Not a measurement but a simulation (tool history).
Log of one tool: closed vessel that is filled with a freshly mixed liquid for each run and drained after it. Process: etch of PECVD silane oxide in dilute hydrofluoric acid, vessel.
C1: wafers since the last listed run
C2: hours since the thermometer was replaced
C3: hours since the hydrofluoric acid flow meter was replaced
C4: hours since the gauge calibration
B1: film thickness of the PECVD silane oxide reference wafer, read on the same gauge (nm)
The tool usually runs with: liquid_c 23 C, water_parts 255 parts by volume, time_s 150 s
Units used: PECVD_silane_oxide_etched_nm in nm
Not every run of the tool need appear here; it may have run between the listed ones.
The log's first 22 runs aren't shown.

run 23 hour=1802.5 | liquid_c=23 water_parts=255 time_s=150 | C1=12106 C2=338.7 C3=980.8 C4=236.5 | B1=79.97 | PECVD_silane_oxide_etched_nm=13.33
-- hour=1866.8 hydrofluoric acid flow meter replaced
run 24 hour=1868.7 | liquid_c=20.5 water_parts=255 time_s=220 | C1=7453 C2=404.9 C3=1.9 C4=302.7 | B1=80.02 | PECVD_silane_oxide_etched_nm=17.89
run 25 hour=1921.1 | liquid_c=27 water_parts=375 time_s=150 | C1=5990 C2=457.3 C3=54.3 C4=355.1 | B1=79.99 | PECVD_silane_oxide_etched_nm=9.28
run 26 hour=1980.8 | liquid_c=23 water_parts=255 time_s=150 | C1=6824 C2=517 C3=114 C4=414.8 | B1=80 | PECVD_silane_oxide_etched_nm=13.3
run 27 hour=2052.7 | liquid_c=23 water_parts=295 time_s=85 | C1=8219 C2=588.9 C3=185.9 C4=486.7 | B1=80.01 | PECVD_silane_oxide_etched_nm=6.32
run 28 hour=2126.1 | liquid_c=23 water_parts=135 time_s=150 | C1=8390 C2=662.3 C3=259.3 C4=560.1 | B1=80.01 | PECVD_silane_oxide_etched_nm=28.47
run 29 hour=2167.9 | liquid_c=19.5 water_parts=255 time_s=150 | C1=4778 C2=704.1 C3=301.1 C4=601.9 | B1=80.01 | PECVD_silane_oxide_etched_nm=11.69
run 30 hour=2258.1 | liquid_c=21 water_parts=310 time_s=200 | C1=10311 C2=794.3 C3=391.3 C4=692.1 | B1=80 | PECVD_silane_oxide_etched_nm=12.89
run 31 hour=2328.8 | liquid_c=23 water_parts=255 time_s=150 | C1=8082 C2=865 C3=462 C4=762.8 | B1=80.01 | PECVD_silane_oxide_etched_nm=13.18
run 32 hour=2367.8 | liquid_c=21 water_parts=255 time_s=150 | C1=4458 C2=904 C3=501 C4=801.8 | B1=80.03 | PECVD_silane_oxide_etched_nm=12.28

Here are 5 independent what-if runs from the current tool condition. What would each one return?
run A hour=2368.5 | liquid_c=23 water_parts=325 time_s=150 | C1=80 C2=904.7 C3=501.7 C4=802.5 | B1=? | PECVD_silane_oxide_etched_nm=?
run B hour=2368.5 | liquid_c=27.5 water_parts=165 time_s=120 | C1=80 C2=904.7 C3=501.7 C4=802.5 | B1=? | PECVD_silane_oxide_etched_nm=?
run C hour=2368.5 | liquid_c=27 water_parts=215 time_s=150 | C1=80 C2=904.7 C3=501.7 C4=802.5 | B1=? | PECVD_silane_oxide_etched_nm=?
run D hour=2368.5 | liquid_c=26 water_parts=170 time_s=150 | C1=80 C2=904.7 C3=501.7 C4=802.5 | B1=? | PECVD_silane_oxide_etched_nm=?
run E hour=2368.5 | liquid_c=23 water_parts=255 time_s=120 | C1=80 C2=904.7 C3=501.7 C4=802.5 | B1=? | PECVD_silane_oxide_etched_nm=?

run=A B1=79.98 PECVD_silane_oxide_etched_nm=9.69
run=B B1=79.98 PECVD_silane_oxide_etched_nm=21.19
run=C B1=79.98 PECVD_silane_oxide_etched_nm=18.84
run=D B1=79.98 PECVD_silane_oxide_etched_nm=24.19
run=E B1=79.98 PECVD_silane_oxide_etched_nm=10.56
Take away the tool's hidden state, keep each run's random variation, and the runs would have read:
run=A PECVD_silane_oxide_etched_nm=9.87
run=B PECVD_silane_oxide_etched_nm=21.62
run=C PECVD_silane_oxide_etched_nm=19.21
run=D PECVD_silane_oxide_etched_nm=24.67
run=E PECVD_silane_oxide_etched_nm=10.77
